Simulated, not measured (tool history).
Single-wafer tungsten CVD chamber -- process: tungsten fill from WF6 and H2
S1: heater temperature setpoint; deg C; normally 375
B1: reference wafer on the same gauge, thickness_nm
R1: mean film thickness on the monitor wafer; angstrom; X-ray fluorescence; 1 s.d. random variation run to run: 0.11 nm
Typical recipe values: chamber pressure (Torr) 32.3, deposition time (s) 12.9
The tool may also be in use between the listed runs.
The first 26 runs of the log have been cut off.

{"run": 27, "hour": 2174.5, "S1": 375, "chamber pressure (Torr)": 37.1, "deposition time (s)": 13.9, "B1": 30.043, "R1": 294.24}
{"hour": 2212.5, "done": "gauge calibrated"}
{"run": 28, "hour": 2266.0, "S1": 379, "chamber pressure (Torr)": 28.3, "deposition time (s)": 11.2, "B1": 29.279, "R1": 218.13}
{"run": 29, "hour": 2343.1, "S1": 363, "chamber pressure (Torr)": 32.3, "deposition time (s)": 15.0, "B1": 29.299, "R1": 227.76}
{"run": 30, "hour": 2605.6, "S1": 375, "chamber pressure (Torr)": 32.3, "deposition time (s)": 12.9, "B1": 29.339, "R1": 248.47}
{"run": 31, "hour": 2700.1, "S1": 375, "chamber pressure (Torr)": 32.3, "deposition time (s)": 15.2, "B1": 29.424, "R1": 294.62}
{"run": 32, "hour": 2754.5, "S1": 370, "chamber pressure (Torr)": 32.3, "deposition time (s)": 12.9, "B1": 29.42, "R1": 226.89}
{"run": 33, "hour": 2831.9, "S1": 375, "chamber pressure (Torr)": 32.3, "deposition time (s)": 12.9, "B1": 29.43, "R1": 250.07}
{"hour": 2863.5, "done": "capacitance manometer re-zeroed and calibrated"}
{"run": 34, "hour": 2918.1, "S1": 381, "chamber pressure (Torr)": 27.5, "deposition time (s)": 11.4, "B1": 29.462, "R1": 230.06}
{"run": 35, "hour": 3023.2, "S1": 388, "chamber pressure (Torr)": 28.4, "deposition time (s)": 12.9, "B1": 29.471, "R1": 303.8}

Alternative continuations, all from the tool just after run 35; predict every row:
{"run": "A", "hour": 3023.6, "S1": 375, "chamber pressure (Torr)": 28.4, "deposition time (s)": 12.9, "B1": "?", "R1": "?"}
{"run": "B", "hour": 3023.6, "S1": 362, "chamber pressure (Torr)": 29.8, "deposition time (s)": 15.1, "B1": "?", "R1": "?"}
{"run": "C", "hour": 3023.6, "S1": 379, "chamber pressure (Torr)": 38.5, "deposition time (s)": 15.0, "B1": "?", "R1": "?"}

run=A B1=29.471 R1=235.42
run=B B1=29.471 R1=216.73
run=C B1=29.471 R1=339.41
Stripped of hidden state, with their random variation kept, the same runs would have yielded:
run=A R1=231.56
run=B R1=213.18
run=C R1=333.84
